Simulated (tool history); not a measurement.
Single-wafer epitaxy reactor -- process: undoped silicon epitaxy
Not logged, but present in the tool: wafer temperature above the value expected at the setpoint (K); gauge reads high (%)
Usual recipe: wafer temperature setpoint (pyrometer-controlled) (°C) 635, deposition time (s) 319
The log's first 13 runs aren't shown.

run,hour,wafer temperature setpoint (pyrometer-controlled) (°C),deposition time (s),wafers since the last listed run,hours since the last pyrometer calibration,hours since the gauge calibration,"read-back reference wafer on the same gauge, thickness_nm",mean film thickness on the monitor wafer (Å)
14,928.7,635,319,185,75.3,1963.2,43.012,374.13
15,974.4,635,319,196,121,2008.9,43,375.45
16,1041,644,283,285,187.6,2075.5,43.012,418.19
17,1095.9,635,319,235,242.5,2130.4,42.995,377.27
18,1163.7,635,339,290,310.3,2198.2,43.013,400.53
# hour 1210.6: gauge calibrated
19,1247,624,369,357,393.6,36.4,42.99,327.96
20,1304.5,631,299,246,451.1,93.9,43.011,320.74
21,1352.1,635,319,204,498.7,141.5,43.001,378.59
22,1407,647,319,235,553.6,196.4,42.976,513.56
23,1500,624,345,399,646.6,289.4,42.992,308.31
24,1558.8,645,319,252,705.4,348.2,42.997,489.63
25,1650.8,635,261,394,797.4,440.2,42.999,311.12
26,1725.1,647,265,318,871.7,514.5,42.991,426.77
27,1770.1,631,259,193,916.7,559.5,43.008,279.55
28,1841.3,624,346,305,987.9,630.7,42.96,310.46
29,1910.2,635,319,295,1056.8,699.6,42.966,378.41
30,2031.7,621,319,521,1178.3,821.1,43.011,264.21

Forecast each of these 5 alternatives for the next run:
A,2032.2,635,319,2,1178.8,821.6,?,?
B,2032.2,645,350,2,1178.8,821.6,?,?
C,2032.2,646,256,2,1178.8,821.6,?,?
D,2032.2,635,282,2,1178.8,821.6,?,?
E,2032.2,639,296,2,1178.8,821.6,?,?

run,"read-back reference wafer on the same gauge, thickness_nm",mean film thickness on the monitor wafer (Å)
A,43.009,380.02
B,43.009,536.98
C,43.009,402.68
D,43.009,335.94
E,43.009,390.47
What these runs would have given with no unlogged condition in the tool:
run,mean film thickness on the monitor wafer (Å)
A,372.67
B,526.85
C,395.11
D,329.45
E,382.99
